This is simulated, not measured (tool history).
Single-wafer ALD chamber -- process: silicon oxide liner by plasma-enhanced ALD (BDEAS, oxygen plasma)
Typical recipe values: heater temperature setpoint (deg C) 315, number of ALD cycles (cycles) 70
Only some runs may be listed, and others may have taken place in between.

run,hour,heater temperature setpoint (deg C),number of ALD cycles (cycles),"read-back reference wafer on the same gauge, thickness_nm",mean film thickness on the monitor wafer (angstrom)
1,0,315,70,6.802,59.15
2,45.5,315,70,6.801,59.06
3,149.5,315,70,6.801,59.01
4,194.3,323,65,6.801,53.82
5,266.2,323,65,6.798,54.09
6,366.2,315,70,6.799,59.03
7,468.6,315,80,6.8,67.14
8,563.7,315,80,6.804,66.98
9,619.2,315,80,6.8,67.42
10,718.9,315,78,6.795,65.67
11,806,315,78,6.798,65.48
12,995.5,315,70,6.797,58.54
# hour 1045.2: thermocouple changed; heater temperature recalibrated
13,1074.6,315,70,6.801,59.13
14,1148.2,315,70,6.8,59.59
15,1255.6,315,70,6.804,59.32
16,1340.2,315,70,6.801,59.49
17,1430.9,309,70,6.799,59.79
# hour 1710.7: gauge calibrated
18,1742.8,309,70,6.798,59.81
19,1849.6,309,70,6.802,59.5
20,1909.5,315,70,6.802,58.97
21,1960.7,311,70,6.798,59.52
22,1997.3,311,70,6.798,59.42
23,2047.9,328,70,6.802,57.59
24,2092.8,315,70,6.799,58.87
25,2180,315,62,6.797,52.14
26,2244,315,70,6.798,59.16
27,2340.7,323,70,6.803,57.99
28,2387,315,70,6.803,58.86
29,2463.9,315,65,6.798,54.54
30,2536,322,63,6.8,52.25
31,2641.8,315,80,6.798,67.03
32,2693.2,315,82,6.803,68.65
33,2732.2,315,70,6.797,58.66
34,2790.6,326,66,6.803,54.29
35,2843.7,315,70,6.798,58.74
36,2903.7,306,62,6.796,52.4
# hour 2941.1: thermocouple changed; heater temperature recalibrated
37,2984,300,77,6.795,67.38
38,3076.5,320,78,6.799,65.38
39,3135.3,323,57,6.798,47.72
40,3229.3,315,74,6.797,62.65
41,3291.6,305,63,6.795,54.06
42,3369,302,76,6.8,65.78
43,3419.9,303,56,6.804,48.19
44,3464.5,323,80,6.8,66.83

Some steps in mean film thickness on the monitor wafer (angstrom), run to run, broken into two amounts with sign: the step expected even without the hidden condition (settings, incoming material, random variation), and the rest, left for the hidden condition together with whatever gauge scatter is not in both the measured and the hidden-condition-free result:
Hidden state at play: wafer temperature above the value expected at the setpoint (K); gauge reads high (%).
Run 12 -> 13: thermocouple changed; heater temperature recalibrated. mean film thickness on the monitor wafer (angstrom) +0.59: hidden state +0.51, all else +0.08.
Run 30 -> 31: heater temperature setpoint (deg C) 322 -> 315, number of ALD cycles (cycles) 63 -> 80. mean film thickness on the monitor wafer (angstrom) +14.78: hidden state -0.18, all else +14.96.
Run 36 -> 37: heater temperature setpoint (deg C) 306 -> 300, number of ALD cycles (cycles) 62 -> 77, thermocouple changed; heater temperature recalibrated. mean film thickness on the monitor wafer (angstrom) +14.98: hidden state +0.66, all else +14.32.
Run 38 -> 39: heater temperature setpoint (deg C) 320 -> 323, number of ALD cycles (cycles) 78 -> 57. mean film thickness on the monitor wafer (angstrom) -17.66: hidden state -0.01, all else -17.65.
Run 42 -> 43: heater temperature setpoint (deg C) 302 -> 303, number of ALD cycles (cycles) 76 -> 56. mean film thickness on the monitor wafer (angstrom) -17.59: hidden state +0.02, all else -17.61.
Run 43 -> 44: heater temperature setpoint (deg C) 303 -> 323, number of ALD cycles (cycles) 56 -> 80. mean film thickness on the monitor wafer (angstrom) +18.64: hidden state -0.07, all else +18.71.
